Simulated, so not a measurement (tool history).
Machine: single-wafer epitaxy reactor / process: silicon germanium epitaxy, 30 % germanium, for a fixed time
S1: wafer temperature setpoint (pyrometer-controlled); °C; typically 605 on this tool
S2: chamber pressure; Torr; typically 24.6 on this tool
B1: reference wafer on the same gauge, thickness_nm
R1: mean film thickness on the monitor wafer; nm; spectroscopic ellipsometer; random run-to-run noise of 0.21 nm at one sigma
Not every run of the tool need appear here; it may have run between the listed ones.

run    hour   S1    S2      B1      R1
  1     0.0  605  24.6  53.174  65.164
  2    63.8  605  26.5  53.037  66.572
  3   125.6  605  26.5  53.040  66.866
  4   197.3  605  26.5  53.062  66.352
  5   260.8  605  24.6  53.135  64.568
  6   311.9  605  24.6  53.089  64.849
  7   417.5  605  24.6  53.101  64.735
  8   739.8  605  24.6  53.114  65.045
  9   802.1  605  24.6  53.174  64.980
      840.1  -- showerhead replaced
 10   840.6  605  20.6  53.065  61.087
 11   945.6  609  29.2  53.197  75.154
 12  1041.9  605  24.6  53.077  64.644
     1099.0  -- capacitance manometer re-zeroed and calibrated
 13  1099.5  591  24.6  53.116  48.149
 14  1139.8  592  22.6  53.087  48.007
     1159.1  -- pyrometer calibrated
     1190.2  -- gauge calibrated
 15  1228.8  601  19.3  53.089  54.381
 16  1291.4  590  21.4  53.210  44.872
 17  1341.0  590  21.4  53.080  45.175
 18  1381.6  605  26.5  53.012  66.569
 19  1470.4  605  24.6  53.039  64.888
 20  1544.2  597  24.6  53.038  54.629
 21  1636.0  594  19.5  53.126  47.358

Here are 4 independent what-if runs from the current tool condition. What would each one return?
  A  1636.4  605  24.6   ?   ?
  B  1636.4  616  27.3   ?   ?
  C  1636.4  593  30.2   ?   ?
  D  1636.4  619  21.7   ?   ?

run      B1      R1
  A  53.104  64.795
  B  53.104  84.101
  C  53.104  54.301
  D  53.104  82.239
Without the tool's hidden state the same runs would have given:
run      R1
  A  64.795
  B  84.101
  C  54.301
  D  82.239

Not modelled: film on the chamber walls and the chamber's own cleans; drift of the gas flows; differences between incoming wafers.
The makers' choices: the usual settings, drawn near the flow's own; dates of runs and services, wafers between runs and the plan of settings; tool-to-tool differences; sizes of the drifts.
